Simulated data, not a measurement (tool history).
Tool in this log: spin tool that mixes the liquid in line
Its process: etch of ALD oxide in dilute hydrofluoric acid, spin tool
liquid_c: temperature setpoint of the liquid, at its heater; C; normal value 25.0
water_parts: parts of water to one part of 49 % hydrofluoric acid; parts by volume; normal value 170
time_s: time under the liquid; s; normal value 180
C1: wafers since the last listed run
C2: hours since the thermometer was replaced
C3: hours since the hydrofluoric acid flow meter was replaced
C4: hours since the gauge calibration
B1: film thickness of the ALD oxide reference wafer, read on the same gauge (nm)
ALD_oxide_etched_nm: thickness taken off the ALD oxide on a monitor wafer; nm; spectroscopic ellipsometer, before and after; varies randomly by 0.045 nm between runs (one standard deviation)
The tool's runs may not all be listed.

{"run": 1, "hour": 0.0, "liquid_c": 27.5, "water_parts": 170, "time_s": 180, "C1": 0, "C2": 3183.1, "C3": 1647.6, "C4": 84.3, "B1": 49.97, "ALD_oxide_etched_nm": 23.84}
{"run": 2, "hour": 8.2, "liquid_c": 27.5, "water_parts": 170, "time_s": 180, "C1": 55, "C2": 3191.3, "C3": 1655.8, "C4": 92.5, "B1": 50.02, "ALD_oxide_etched_nm": 23.92}
{"run": 3, "hour": 18.8, "liquid_c": 27.5, "water_parts": 170, "time_s": 180, "C1": 72, "C2": 3201.9, "C3": 1666.4, "C4": 103.1, "B1": 49.99, "ALD_oxide_etched_nm": 23.94}
{"run": 4, "hour": 28.4, "liquid_c": 25.0, "water_parts": 170, "time_s": 180, "C1": 65, "C2": 3211.5, "C3": 1676.0, "C4": 112.7, "B1": 50.01, "ALD_oxide_etched_nm": 21.91}
{"run": 5, "hour": 36.2, "liquid_c": 25.0, "water_parts": 170, "time_s": 180, "C1": 53, "C2": 3219.3, "C3": 1683.8, "C4": 120.5, "B1": 49.99, "ALD_oxide_etched_nm": 21.87}
{"run": 6, "hour": 46.9, "liquid_c": 25.0, "water_parts": 170, "time_s": 180, "C1": 72, "C2": 3230.0, "C3": 1694.5, "C4": 131.2, "B1": 50.05, "ALD_oxide_etched_nm": 21.93}
{"run": 7, "hour": 53.1, "liquid_c": 25.0, "water_parts": 170, "time_s": 180, "C1": 42, "C2": 3236.2, "C3": 1700.7, "C4": 137.4, "B1": 50.01, "ALD_oxide_etched_nm": 21.87}
{"run": 8, "hour": 67.9, "liquid_c": 25.0, "water_parts": 170, "time_s": 180, "C1": 100, "C2": 3251.0, "C3": 1715.5, "C4": 152.2, "B1": 49.99, "ALD_oxide_etched_nm": 21.77}
{"run": 9, "hour": 80.1, "liquid_c": 25.0, "water_parts": 170, "time_s": 180, "C1": 83, "C2": 3263.2, "C3": 1727.7, "C4": 164.4, "B1": 50.03, "ALD_oxide_etched_nm": 21.87}
{"hour": 87.6, "done": "gauge calibrated"}
{"hour": 91.9, "done": "hydrofluoric acid flow meter replaced"}
{"run": 10, "hour": 97.0, "liquid_c": 22.5, "water_parts": 170, "time_s": 180, "C1": 108, "C2": 3280.1, "C3": 5.1, "C4": 9.4, "B1": 49.99, "ALD_oxide_etched_nm": 22.81}
{"hour": 100.4, "done": "thermometer replaced"}
{"run": 11, "hour": 106.9, "liquid_c": 25.0, "water_parts": 170, "time_s": 150, "C1": 60, "C2": 6.5, "C3": 15.0, "C4": 19.3, "B1": 49.98, "ALD_oxide_etched_nm": 18.82}
{"run": 12, "hour": 120.6, "liquid_c": 25.0, "water_parts": 170, "time_s": 150, "C1": 93, "C2": 20.2, "C3": 28.7, "C4": 33.0, "B1": 50.02, "ALD_oxide_etched_nm": 18.85}
{"run": 13, "hour": 138.4, "liquid_c": 25.0, "water_parts": 170, "time_s": 180, "C1": 121, "C2": 38.0, "C3": 46.5, "C4": 50.8, "B1": 50.05, "ALD_oxide_etched_nm": 22.5}
{"run": 14, "hour": 150.2, "liquid_c": 30.0, "water_parts": 85, "time_s": 265, "C1": 80, "C2": 49.8, "C3": 58.3, "C4": 62.6, "B1": 50.06, "ALD_oxide_etched_nm": 89.4}
{"run": 15, "hour": 156.5, "liquid_c": 21.0, "water_parts": 130, "time_s": 150, "C1": 42, "C2": 56.1, "C3": 64.6, "C4": 68.9, "B1": 50.03, "ALD_oxide_etched_nm": 22.04}
{"run": 16, "hour": 167.7, "liquid_c": 25.0, "water_parts": 170, "time_s": 180, "C1": 76, "C2": 67.3, "C3": 75.8, "C4": 80.1, "B1": 50.0, "ALD_oxide_etched_nm": 22.5}
{"run": 17, "hour": 185.1, "liquid_c": 20.0, "water_parts": 105, "time_s": 285, "C1": 118, "C2": 84.7, "C3": 93.2, "C4": 97.5, "B1": 49.99, "ALD_oxide_etched_nm": 51.17}
{"run": 18, "hour": 195.4, "liquid_c": 20.5, "water_parts": 85, "time_s": 90, "C1": 70, "C2": 95.0, "C3": 103.5, "C4": 107.8, "B1": 50.01, "ALD_oxide_etched_nm": 20.83}
{"run": 19, "hour": 202.1, "liquid_c": 25.0, "water_parts": 170, "time_s": 180, "C1": 45, "C2": 101.7, "C3": 110.2, "C4": 114.5, "B1": 50.03, "ALD_oxide_etched_nm": 22.54}
{"run": 20, "hour": 211.0, "liquid_c": 25.0, "water_parts": 170, "time_s": 180, "C1": 60, "C2": 110.6, "C3": 119.1, "C4": 123.4, "B1": 50.0, "ALD_oxide_etched_nm": 22.5}
{"run": 21, "hour": 226.5, "liquid_c": 25.0, "water_parts": 85, "time_s": 145, "C1": 105, "C2": 126.1, "C3": 134.6, "C4": 138.9, "B1": 50.02, "ALD_oxide_etched_nm": 40.23}
{"run": 22, "hour": 240.1, "liquid_c": 23.5, "water_parts": 170, "time_s": 180, "C1": 92, "C2": 139.7, "C3": 148.2, "C4": 152.5, "B1": 49.95, "ALD_oxide_etched_nm": 21.27}

Expected results for the next run?
{"run": 23, "hour": 250.9, "liquid_c": 27.5, "water_parts": 170, "time_s": 180, "C1": 73, "C2": 150.5, "C3": 159.0, "C4": 163.3, "B1": "?", "ALD_oxide_etched_nm": "?"}

{"run 23": {"B1": 50.02, "ALD_oxide_etched_nm": 24.64}}
Were there no unlogged condition in the tool, this run, its random variation unchanged, would have produced ALD_oxide_etched_nm 24.72 nm.

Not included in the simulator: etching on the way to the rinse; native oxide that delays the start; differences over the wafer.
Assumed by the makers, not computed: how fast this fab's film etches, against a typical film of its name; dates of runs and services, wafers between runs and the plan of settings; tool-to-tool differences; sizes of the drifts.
